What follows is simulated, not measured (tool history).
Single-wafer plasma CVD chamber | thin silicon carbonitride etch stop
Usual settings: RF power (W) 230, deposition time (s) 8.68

run	hour	RF power (W)	deposition time (s)	read-back reference wafer on the same gauge, thickness_nm	mean film thickness on the monitor wafer (angstrom)
1	0	230	8.68	6.807	59.37
2	83.2	230	8.22	6.804	56.43
3	141.5	230	8.22	6.803	56.3
4	236.7	230	8.68	6.795	59.67
5	290.7	230	8.68	6.789	59.8
6	384.2	230	8.14	6.787	55.83
7	438.1	230	8.68	6.776	59.37
8	518.1	230	8.68	6.769	59.39
9	586.8	230	8.68	6.762	59.67
10	669.6	230	8.68	6.758	59.35
11	754.2	230	8.68	6.749	58.98
12	847.8	195	8.68	6.742	55.09
13	934.4	195	8.68	6.75	54.91
14	978.3	195	8.68	6.739	54.86
15	1182.1	230	8.68	6.911	60.42
16	1286.6	230	8.68	6.886	60.04
17	1355.9	240	8.68	6.894	61.27
18	1419.7	260	8.68	6.881	63.37
19	1491.3	230	10.06	6.867	69.85
20	1564.9	230	7.62	6.885	52.4
21	1634.3	230	8.68	6.867	60.26
22	1697.8	230	8.68	6.865	59.97
23	1747.5	195	7.66	6.862	49.33
24	1834	200	8.13	6.846	52.96
25	1873	195	8.68	6.855	55.76
26	1955	230	8.22	6.853	56.7
27	2039.3	195	7.32	6.84	46.86
28	2133.5	190	7.11	6.824	44.85
29	2222.1	255	7.44	6.821	53.49
30	2279.3	185	7.27	6.82	45.38
31	2374.9	200	10.37	6.806	66.82
32	2470.1	210	9.74	6.799	64.54
33	2522.9	270	10.04	6.805	73.34
34	2588.1	230	8.68	6.792	59.11
35	2667.1	230	9.27	6.789	63.52

Taken out of this log: 5 entries between the listed runs. Where each belongs, and how the hidden state differs across it:
Between runs 9 and 10: RF generator calibrated (hour 615.4)
  gauge reads high (%): -2.2 -> -2.3
  measured less the result without the state, mean film thickness on the monitor wafer (angstrom): -1.35 -> -1.4
Between runs 11 and 12: thermocouple changed; heater temperature recalibrated (hour 816.9)
  gauge reads high (%): -2.41 -> -2.52
  measured less the result without the state, mean film thickness on the monitor wafer (angstrom): -1.45 -> -1.42
Between runs 14 and 15: gauge calibrated (hour 1159.2)
  gauge reads high (%): -2.68 -> -0.211
  measured less the result without the state, mean film thickness on the monitor wafer (angstrom): -1.51 -> -0.13
Between runs 18 and 19: showerhead replaced (hour 1490.8)
  gauge reads high (%): -0.499 -> -0.586
  measured less the result without the state, mean film thickness on the monitor wafer (angstrom): -0.32 -> -0.41
Between runs 25 and 26: RF generator calibrated (hour 1906.7)
  gauge reads high (%): -1.05 -> -1.15
  measured less the result without the state, mean film thickness on the monitor wafer (angstrom): -0.59 -> -0.65
